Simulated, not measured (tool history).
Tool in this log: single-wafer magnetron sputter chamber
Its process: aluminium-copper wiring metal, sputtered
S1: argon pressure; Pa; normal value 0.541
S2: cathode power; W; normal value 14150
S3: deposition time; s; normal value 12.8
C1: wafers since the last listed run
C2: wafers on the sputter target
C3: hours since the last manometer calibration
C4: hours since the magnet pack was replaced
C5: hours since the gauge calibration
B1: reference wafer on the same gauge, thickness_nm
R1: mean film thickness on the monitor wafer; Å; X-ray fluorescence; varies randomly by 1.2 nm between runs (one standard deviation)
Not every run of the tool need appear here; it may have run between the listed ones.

run 1 hour=0.0 | S1=0.541 S2=14150 S3=12.8 | C1=0 C2=5493 C3=569.4 C4=2906.3 C5=1585.0 | B1=303.775 | R1=2718.05
run 2 hour=45.8 | S1=0.541 S2=14150 S3=12.8 | C1=1213 C2=6707 C3=615.2 C4=2952.1 C5=1630.8 | B1=303.900 | R1=2749.98
-- hour=53.6 gauge calibrated
run 3 hour=135.4 | S1=0.541 S2=14150 S3=12.8 | C1=2373 C2=9081 C3=704.8 C4=3041.7 C5=81.8 | B1=303.880 | R1=2718.65
run 4 hour=190.7 | S1=0.541 S2=15400 S3=12.8 | C1=1465 C2=10546 C3=760.1 C4=3097.0 C5=137.1 | B1=303.871 | R1=2924.02
-- hour=382.6 sputter target and shields replaced
run 5 hour=404.9 | S1=0.541 S2=15400 S3=12.8 | C1=5463 C2=590 C3=974.3 C4=3311.2 C5=351.3 | B1=303.818 | R1=2981.15
run 6 hour=486.4 | S1=0.541 S2=14150 S3=12.8 | C1=2159 C2=2750 C3=1055.8 C4=3392.7 C5=432.8 | B1=304.114 | R1=2745.18
run 7 hour=646.9 | S1=0.541 S2=14150 S3=12.8 | C1=4252 C2=7002 C3=1216.3 C4=3553.2 C5=593.3 | B1=304.093 | R1=2731.12
run 8 hour=727.0 | S1=0.541 S2=16350 S3=12.8 | C1=2122 C2=9124 C3=1296.4 C4=3633.3 C5=673.4 | B1=304.005 | R1=3079.35
-- hour=788.5 capacitance manometer re-zeroed and calibrated
run 9 hour=791.6 | S1=0.541 S2=16350 S3=12.8 | C1=1499 C2=10624 C3=3.1 C4=3697.9 C5=738.0 | B1=304.090 | R1=3077.84
run 10 hour=882.2 | S1=0.541 S2=14150 S3=12.8 | C1=2400 C2=13024 C3=93.7 C4=3788.5 C5=828.6 | B1=304.097 | R1=2712.27
-- hour=971.0 sputter target and shields replaced
run 11 hour=982.5 | S1=0.541 S2=14150 S3=12.8 | C1=2445 C2=305 C3=194.0 C4=3888.8 C5=928.9 | B1=304.260 | R1=2651.95
run 12 hour=1037.5 | S1=0.541 S2=14150 S3=12.8 | C1=1457 C2=1762 C3=249.0 C4=3943.8 C5=983.9 | B1=303.777 | R1=2613.74
-- hour=1055.0 magnet pack replaced
run 13 hour=1086.0 | S1=0.541 S2=14150 S3=12.8 | C1=1073 C2=2835 C3=297.5 C4=31.0 C5=1032.4 | B1=303.941 | R1=2621.68
run 14 hour=1179.4 | S1=0.541 S2=14150 S3=12.8 | C1=2474 C2=5310 C3=390.9 C4=124.4 C5=1125.8 | B1=303.799 | R1=2595.11
run 15 hour=1287.4 | S1=0.676 S2=17200 S3=12.8 | C1=2861 C2=8171 C3=498.9 C4=232.4 C5=1233.8 | B1=304.180 | R1=2918.11
run 16 hour=1338.9 | S1=0.541 S2=14150 S3=15.1 | C1=1364 C2=9536 C3=550.4 C4=283.9 C5=1285.3 | B1=303.825 | R1=3062.14
run 17 hour=1438.8 | S1=0.685 S2=17000 S3=14.2 | C1=2646 C2=12183 C3=650.3 C4=383.8 C5=1385.2 | B1=304.041 | R1=3185.34
run 18 hour=1506.1 | S1=0.541 S2=14150 S3=12.8 | C1=1783 C2=13966 C3=717.6 C4=451.1 C5=1452.5 | B1=303.871 | R1=2607.93
-- hour=1545.6 sputter target and shields replaced, repeated, since the last time left the tool worse
run 19 hour=1550.7 | S1=0.541 S2=14150 S3=13.8 | C1=969 C2=136 C3=762.2 C4=495.7 C5=1497.1 | B1=303.921 | R1=3009.66
run 20 hour=1772.5 | S1=0.715 S2=16900 S3=15.3 | C1=5876 C2=6012 C3=984.0 C4=717.5 C5=1718.9 | B1=303.947 | R1=3564.50
run 21 hour=1863.5 | S1=0.392 S2=14150 S3=12.8 | C1=2411 C2=8423 C3=1075.0 C4=808.5 C5=1809.9 | B1=304.306 | R1=2924.34
-- hour=1895.9 gauge calibrated
run 22 hour=1943.3 | S1=0.541 S2=14150 S3=14.2 | C1=2114 C2=10537 C3=1154.8 C4=888.3 C5=47.4 | B1=304.160 | R1=3026.69
run 23 hour=2027.8 | S1=0.541 S2=15350 S3=12.8 | C1=2238 C2=12776 C3=1239.3 C4=972.8 C5=131.9 | B1=303.843 | R1=2910.37
-- hour=2039.2 capacitance manometer re-zeroed and calibrated
run 24 hour=2125.9 | S1=0.541 S2=11500 S3=14.7 | C1=2387 C2=15163 C3=86.7 C4=1070.9 C5=230.0 | B1=304.299 | R1=2633.44
-- hour=2137.4 sputter target and shields replaced
run 25 hour=2227.3 | S1=0.617 S2=12550 S3=14.5 | C1=2474 C2=2381 C3=188.1 C4=1172.3 C5=331.4 | B1=304.017 | R1=2739.18
run 26 hour=2270.4 | S1=0.406 S2=16750 S3=12.8 | C1=1141 C2=3523 C3=231.2 C4=1215.4 C5=374.5 | B1=303.645 | R1=3360.38
run 27 hour=2496.0 | S1=0.541 S2=14150 S3=12.8 | C1=5977 C2=9501 C3=456.8 C4=1441.0 C5=600.1 | B1=304.067 | R1=2732.20
run 28 hour=2579.5 | S1=0.541 S2=14150 S3=12.8 | C1=2212 C2=11713 C3=540.3 C4=1524.5 C5=683.6 | B1=303.848 | R1=2729.71

A few steps of R1 between consecutive runs. Split each: what settings, incoming material and random variation would produce without the hidden state, and what is left over for the hidden state, along with gauge scatter present in only one of the two compared results (measured, and without hidden state):
What the log doesn't record here: deposition rate above that of a new target (%); true argon pressure above the setpoint (%); gauge reads high (%).
Run 10 -> 11: sputter target and shields replaced. R1 -60.32 Å: hidden state -67.05, all else +6.73.
Run 18 -> 19: S3 12.8 -> 13.8, sputter target and shields replaced, repeated, since the last time left the tool worse. R1 +401.73 Å: hidden state +199.62, all else +202.11.
Run 20 -> 21: S1 0.715 -> 0.392, S2 16900 -> 14150, S3 15.3 -> 12.8. R1 -640.16 Å: hidden state +4.41, all else -644.57.
Run 26 -> 27: S1 0.406 -> 0.541, S2 16750 -> 14150. R1 -628.18 Å: hidden state -14.05, all else -614.13.
